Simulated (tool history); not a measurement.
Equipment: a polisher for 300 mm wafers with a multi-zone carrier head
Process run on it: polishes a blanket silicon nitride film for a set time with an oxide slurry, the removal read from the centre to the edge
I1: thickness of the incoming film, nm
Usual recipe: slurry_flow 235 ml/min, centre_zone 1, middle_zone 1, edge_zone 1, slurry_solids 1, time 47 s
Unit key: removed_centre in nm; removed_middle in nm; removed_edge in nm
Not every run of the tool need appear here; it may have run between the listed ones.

Run 1, hour 0: usual settings; I1 548.6. Result: removed_centre 41.4 nm, removed_middle 43.1 nm, removed_edge 41.8 nm.
Run 2, hour 8.7: usual settings; I1 539.6. Result: removed_centre 41.9 nm, removed_middle 42.6 nm, removed_edge 42.1 nm.
Run 3, hour 24.9: usual settings; I1 534.1. Result: removed_centre 40.1 nm, removed_middle 41.7 nm, removed_edge 42.8 nm.
Run 4, hour 36.5: usual settings; I1 529.7. Result: removed_centre 40.7 nm, removed_middle 41.5 nm, removed_edge 42.4 nm.
Run 5, hour 47: usual settings but middle_zone 1.03, edge_zone 0.92; I1 537.5. Result: removed_centre 39.8 nm, removed_middle 42 nm, removed_edge 37.9 nm.
Run 6, hour 59.2: usual settings but middle_zone 1.03, edge_zone 0.92; I1 538.3. Result: removed_centre 38.7 nm, removed_middle 41 nm, removed_edge 38.3 nm.
Run 7, hour 70.3: usual settings but middle_zone 1.03, edge_zone 0.92; I1 538.9. Result: removed_centre 38.1 nm, removed_middle 40.2 nm, removed_edge 37.9 nm.
Run 8, hour 79.5: usual settings but slurry_solids 0.9, time 35 s; I1 540.4. Result: removed_centre 27.3 nm, removed_middle 28.1 nm, removed_edge 28.5 nm.
At hour 83.7: worn pad replaced by a new one.
Run 9, hour 92.5: usual settings but slurry_solids 0.9, time 35 s; I1 539.1. Result: removed_centre 25 nm, removed_middle 26.4 nm, removed_edge 25.8 nm.
Run 10, hour 102.8: usual settings; I1 543.5. Result: removed_centre 35.9 nm, removed_middle 36.1 nm, removed_edge 35.3 nm.
At hour 110.6: slurry nozzle cleaned.
Run 11, hour 112: usual settings; I1 539.9. Result: removed_centre 34.9 nm, removed_middle 36.2 nm, removed_edge 36.3 nm.
At hour 130.6: worn pad replaced by a new one, repeated, since the last time left the tool worse.
Run 12, hour 131.1: usual settings; I1 538.8. Result: removed_centre 42.2 nm, removed_middle 43 nm, removed_edge 42.4 nm.
Run 13, hour 140: usual settings but slurry_flow 285 ml/min, slurry_solids 0.75; I1 545.2. Result: removed_centre 39.5 nm, removed_middle 40.1 nm, removed_edge 40.7 nm.
At hour 152.6: edge zone pressure recalibrated.
Run 14, hour 153.1: usual settings but slurry_solids 0.85; I1 542.3. Result: removed_centre 39.8 nm, removed_middle 40.8 nm, removed_edge 40.8 nm.
At hour 162.9: centre zone pressure recalibrated.
Run 15, hour 164.9: usual settings but slurry_flow 260 ml/min, centre_zone 0.93; I1 532.2. Result: removed_centre 38.1 nm, removed_middle 42.5 nm, removed_edge 42.1 nm.
At hour 180.5: carrier head's membrane replaced by a new one.
Run 16, hour 182.4: usual settings but centre_zone 0.89, middle_zone 0.94; I1 545.6. Result: removed_centre 36.3 nm, removed_middle 40.3 nm, removed_edge 41.6 nm.
Run 17, hour 189.3: usual settings but slurry_solids 1.15; I1 543.9. Result: removed_centre 42 nm, removed_middle 42.9 nm, removed_edge 43 nm.
Run 18, hour 203.8: usual settings but slurry_solids 1.1; I1 544. Result: removed_centre 41.9 nm, removed_middle 41.8 nm, removed_edge 42.2 nm.

The next listed run, before its measurement:
Run 19, hour 217.9: usual settings but slurry_solids 1.2, time 62 s; I1 540.5. Result: removed_centre ?, removed_middle ?, removed_edge ?.

removed_centre: 54.9 nm
removed_middle: 55.6 nm
removed_edge: 57.4 nm
Were there no unlogged condition in the tool, this run, its random variation unchanged, would have produced removed_centre 58.6 nm, removed_middle 59.4 nm, removed_edge 61.2 nm.
